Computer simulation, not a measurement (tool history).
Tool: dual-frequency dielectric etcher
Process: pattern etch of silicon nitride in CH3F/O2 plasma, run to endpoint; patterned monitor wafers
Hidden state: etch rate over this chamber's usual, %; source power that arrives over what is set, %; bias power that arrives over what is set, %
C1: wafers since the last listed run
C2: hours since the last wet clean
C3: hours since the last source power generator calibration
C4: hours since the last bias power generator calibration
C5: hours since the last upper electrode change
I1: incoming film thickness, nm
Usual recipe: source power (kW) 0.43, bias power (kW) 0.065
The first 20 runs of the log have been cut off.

{"run": 21, "hour": 499.2, "source power (kW)": 0.34, "bias power (kW)": 0.065, "C1": 137, "C2": 152.1, "C3": 4875, "C4": 1918.8, "C5": 4396, "I1": 61.7, "endpoint time (s)": 76.6}
{"run": 22, "hour": 517.4, "source power (kW)": 0.43, "bias power (kW)": 0.065, "C1": 151, "C2": 170.3, "C3": 4893.2, "C4": 1937, "C5": 4414.2, "I1": 60.8, "endpoint time (s)": 68.6}
{"hour": 547.2, "done": "bias power generator calibrated"}
{"run": 23, "hour": 547.7, "source power (kW)": 0.53, "bias power (kW)": 0.059, "C1": 218, "C2": 200.6, "C3": 4923.5, "C4": 0.5, "C5": 4444.5, "I1": 61, "endpoint time (s)": 66.2}
{"hour": 564.8, "done": "source power generator calibrated"}
{"run": 24, "hour": 565.4, "source power (kW)": 0.43, "bias power (kW)": 0.065, "C1": 113, "C2": 218.3, "C3": 0.6, "C4": 18.2, "C5": 4462.2, "I1": 61.1, "endpoint time (s)": 68.7}
{"run": 25, "hour": 588.4, "source power (kW)": 0.43, "bias power (kW)": 0.065, "C1": 191, "C2": 241.3, "C3": 23.6, "C4": 41.2, "C5": 4485.2, "I1": 61.6, "endpoint time (s)": 69.9}
{"hour": 624.2, "done": "upper electrode replaced"}
{"run": 26, "hour": 624.7, "source power (kW)": 0.39, "bias power (kW)": 0.073, "C1": 102, "C2": 277.6, "C3": 59.9, "C4": 77.5, "C5": 0.5, "I1": 60.6, "endpoint time (s)": 68.6}
{"run": 27, "hour": 642.4, "source power (kW)": 0.32, "bias power (kW)": 0.065, "C1": 147, "C2": 295.3, "C3": 77.6, "C4": 95.2, "C5": 18.2, "I1": 60.8, "endpoint time (s)": 79.5}
{"run": 28, "hour": 655.7, "source power (kW)": 0.37, "bias power (kW)": 0.057, "C1": 110, "C2": 308.6, "C3": 90.9, "C4": 108.5, "C5": 31.5, "I1": 60.6, "endpoint time (s)": 78}
{"run": 29, "hour": 675.3, "source power (kW)": 0.39, "bias power (kW)": 0.053, "C1": 162, "C2": 328.2, "C3": 110.5, "C4": 128.1, "C5": 51.1, "I1": 60.9, "endpoint time (s)": 79.3}
{"run": 30, "hour": 709.9, "source power (kW)": 0.43, "bias power (kW)": 0.078, "C1": 287, "C2": 362.8, "C3": 145.1, "C4": 162.7, "C5": 85.7, "I1": 60.7, "endpoint time (s)": 65.2}
{"hour": 742.1, "done": "wet clean of the chamber"}
{"run": 31, "hour": 742.6, "source power (kW)": 0.37, "bias power (kW)": 0.071, "C1": 72, "C2": 0.5, "C3": 177.8, "C4": 195.4, "C5": 118.4, "I1": 60.3, "endpoint time (s)": 67}
{"run": 32, "hour": 751.7, "source power (kW)": 0.37, "bias power (kW)": 0.049, "C1": 75, "C2": 9.6, "C3": 186.9, "C4": 204.5, "C5": 127.5, "I1": 60.5, "endpoint time (s)": 78.9}
{"run": 33, "hour": 777.3, "source power (kW)": 0.38, "bias power (kW)": 0.076, "C1": 212, "C2": 35.2, "C3": 212.5, "C4": 230.1, "C5": 153.1, "I1": 60.8, "endpoint time (s)": 65.5}
{"run": 34, "hour": 807.3, "source power (kW)": 0.4, "bias power (kW)": 0.08, "C1": 249, "C2": 65.2, "C3": 242.5, "C4": 260.1, "C5": 183.1, "I1": 61.1, "endpoint time (s)": 64.7}
{"run": 35, "hour": 820.6, "source power (kW)": 0.38, "bias power (kW)": 0.054, "C1": 110, "C2": 78.5, "C3": 255.8, "C4": 273.4, "C5": 196.4, "I1": 61, "endpoint time (s)": 77.3}
{"run": 36, "hour": 852.5, "source power (kW)": 0.48, "bias power (kW)": 0.057, "C1": 265, "C2": 110.4, "C3": 287.7, "C4": 305.3, "C5": 228.3, "I1": 61, "endpoint time (s)": 69}

Branching from run 36: 3 alternative next runs. What would each branch give?
{"run": "A", "hour": 853.0, "source power (kW)": 0.43, "bias power (kW)": 0.065, "C1": 4, "C2": 110.9, "C3": 288.2, "C4": 305.8, "C5": 228.8, "I1": 60.5, "endpoint time (s)": "?"}
{"run": "B", "hour": 853.0, "source power (kW)": 0.52, "bias power (kW)": 0.058, "C1": 4, "C2": 110.9, "C3": 288.2, "C4": 305.8, "C5": 228.8, "I1": 60.5, "endpoint time (s)": "?"}
{"run": "C", "hour": 853.0, "source power (kW)": 0.53, "bias power (kW)": 0.065, "C1": 4, "C2": 110.9, "C3": 288.2, "C4": 305.8, "C5": 228.8, "I1": 60.5, "endpoint time (s)": "?"}

run=A endpoint_time_(s)=67.6
run=B endpoint_time_(s)=65.4
run=C endpoint_time_(s)=62
Without the tool's hidden state the same runs would have given:
run=A endpoint_time_(s)=66.7
run=B endpoint_time_(s)=64.5
run=C endpoint_time_(s)=61.2
